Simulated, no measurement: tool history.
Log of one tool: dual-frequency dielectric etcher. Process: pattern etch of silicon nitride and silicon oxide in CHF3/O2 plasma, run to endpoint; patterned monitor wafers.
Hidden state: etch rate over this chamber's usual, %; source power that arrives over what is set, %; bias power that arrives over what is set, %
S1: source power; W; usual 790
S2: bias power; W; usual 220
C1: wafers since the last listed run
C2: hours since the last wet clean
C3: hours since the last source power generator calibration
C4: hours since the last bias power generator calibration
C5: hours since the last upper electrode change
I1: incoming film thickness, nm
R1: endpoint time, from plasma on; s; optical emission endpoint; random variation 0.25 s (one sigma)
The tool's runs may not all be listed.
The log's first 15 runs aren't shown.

| run | hour | S1 | S2 | C1 | C2 | C3 | C4 | C5 | I1 | R1 |
|---|---|---|---|---|---|---|---|---|---|---|
| 16 | 939.1 | 850 | 220 | 317 | 322.8 | 95.5 | 1521.6 | 3705.0 | 169.6 | 82.6 |
|  | 992.2 | bias power generator calibrated |
| 17 | 1041.5 | 850 | 220 | 565 | 425.2 | 197.9 | 49.3 | 3807.4 | 169.6 | 82.9 |
| 18 | 1114.5 | 950 | 193 | 419 | 498.2 | 270.9 | 122.3 | 3880.4 | 170.7 | 83.5 |
|  | 1153.8 | wet clean of the chamber |
|  | 1187.0 | upper electrode replaced |
| 19 | 1219.4 | 980 | 243 | 326 | 65.6 | 375.8 | 227.2 | 32.4 | 167.8 | 77.1 |
| 20 | 1293.5 | 640 | 182 | 425 | 139.7 | 449.9 | 301.3 | 106.5 | 168.5 | 89.5 |
| 21 | 1396.5 | 690 | 272 | 591 | 242.7 | 552.9 | 404.3 | 209.5 | 170.0 | 83.5 |
| 22 | 1445.5 | 940 | 220 | 281 | 291.7 | 601.9 | 453.3 | 258.5 | 170.1 | 80.4 |
| 23 | 1530.2 | 790 | 220 | 486 | 376.4 | 686.6 | 538.0 | 343.2 | 169.9 | 84.4 |
| 24 | 1600.5 | 790 | 271 | 403 | 446.7 | 756.9 | 608.3 | 413.5 | 169.2 | 81.3 |
| 25 | 1690.7 | 620 | 248 | 518 | 536.9 | 847.1 | 698.5 | 503.7 | 169.7 | 87.4 |
|  | 1744.7 | wet clean of the chamber |
| 26 | 1794.8 | 860 | 240 | 460 | 50.1 | 951.2 | 802.6 | 607.8 | 168.8 | 80.2 |
| 27 | 1877.4 | 940 | 220 | 474 | 132.7 | 1033.8 | 885.2 | 690.4 | 167.9 | 78.6 |
| 28 | 1945.4 | 710 | 246 | 390 | 200.7 | 1101.8 | 953.2 | 758.4 | 168.8 | 83.1 |
| 29 | 2014.0 | 620 | 220 | 394 | 269.3 | 1170.4 | 1021.8 | 827.0 | 167.0 | 86.6 |
| 30 | 2106.4 | 790 | 220 | 530 | 361.7 | 1262.8 | 1114.2 | 919.4 | 168.3 | 83.0 |
| 31 | 2213.0 | 700 | 191 | 612 | 468.3 | 1369.4 | 1220.8 | 1026.0 | 167.4 | 86.7 |
|  | 2295.1 | wet clean of the chamber |
| 32 | 2318.1 | 990 | 220 | 465 | 23.0 | 1474.5 | 1325.9 | 1131.1 | 170.5 | 78.4 |
| 33 | 2411.9 | 980 | 220 | 538 | 116.8 | 1568.3 | 1419.7 | 1224.9 | 169.8 | 78.6 |
| 34 | 2501.1 | 790 | 220 | 512 | 206.0 | 1657.5 | 1508.9 | 1314.1 | 169.0 | 83.3 |
| 35 | 2574.6 | 790 | 236 | 422 | 279.5 | 1731.0 | 1582.4 | 1387.6 | 169.7 | 82.6 |

Forecast each of these 4 alternatives for the next run:
| A | 2575.1 | 790 | 220 | 2 | 280.0 | 1731.5 | 1582.9 | 1388.1 | 169.3 | ? |
| B | 2575.1 | 630 | 274 | 2 | 280.0 | 1731.5 | 1582.9 | 1388.1 | 169.3 | ? |
| C | 2575.1 | 790 | 239 | 2 | 280.0 | 1731.5 | 1582.9 | 1388.1 | 169.3 | ? |
| D | 2575.1 | 840 | 184 | 2 | 280.0 | 1731.5 | 1582.9 | 1388.1 | 169.3 | ? |

| run | R1 |
|---|---|
| A | 83.0 |
| B | 84.0 |
| C | 81.9 |
| D | 84.2 |
Without the tool's hidden state the same runs would have given:
| run | R1 |
|---|---|
| A | 83.3 |
| B | 84.3 |
| C | 82.1 |
| D | 84.4 |
